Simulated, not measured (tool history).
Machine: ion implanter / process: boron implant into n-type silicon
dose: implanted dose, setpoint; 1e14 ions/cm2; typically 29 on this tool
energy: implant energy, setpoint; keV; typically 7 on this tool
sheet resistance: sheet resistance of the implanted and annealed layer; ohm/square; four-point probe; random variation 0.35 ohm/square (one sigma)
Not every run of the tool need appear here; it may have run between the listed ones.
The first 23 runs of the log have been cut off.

| run | hour | dose | energy | read-back reference wafer on the same gauge, sheet resistance | sheet resistance |
|---|---|---|---|---|---|
|  | 1848.6 | Faraday cup replaced and dose calibrated |
| 24 | 1875.2 | 23.06 | 8.5 | 154.11 | 124.69 |
| 25 | 1946.8 | 29 | 6 | 153.94 | 149.77 |
| 26 | 2039.4 | 29 | 7 | 153.95 | 137.17 |
| 27 | 2082.9 | 29 | 7 | 154.07 | 137.43 |
| 28 | 2126.3 | 23.35 | 8 | 154.08 | 128.53 |
| 29 | 2360.9 | 29 | 7 | 154.08 | 137.14 |
| 30 | 2434.3 | 29 | 7 | 154.02 | 136.54 |
| 31 | 2491.8 | 26.54 | 8.5 | 154.01 | 122.05 |
| 32 | 2590 | 34.78 | 8 | 154.04 | 123.56 |
| 33 | 2630.7 | 24.9 | 9 | 154 | 118.83 |
| 34 | 2702.2 | 34.78 | 8 | 154.03 | 123.49 |
| 35 | 2758.8 | 29 | 8.5 | 153.99 | 121.1 |
| 36 | 2813 | 25.16 | 7 | 153.96 | 138.41 |
| 37 | 2919.7 | 23.06 | 8.5 | 154 | 123.56 |
| 38 | 3003.8 | 32.42 | 9 | 154 | 115.43 |

3 options for the next run, each taken on its own from the tool as it stands now. Forecast them:
| A | 3004.2 | 29 | 7 | ? | ? |
| B | 3004.2 | 34.55 | 9 | ? | ? |
| C | 3004.2 | 29 | 9.5 | ? | ? |

| run | read-back reference wafer on the same gauge, sheet resistance | sheet resistance |
|---|---|---|
| A | 153.97 | 136.37 |
| B | 153.97 | 114.62 |
| C | 153.97 | 112.81 |
Without the tool's unlogged condition, the same runs would have read:
| run | sheet resistance |
|---|---|
| A | 137.4 |
| B | 115.54 |
| C | 113.71 |
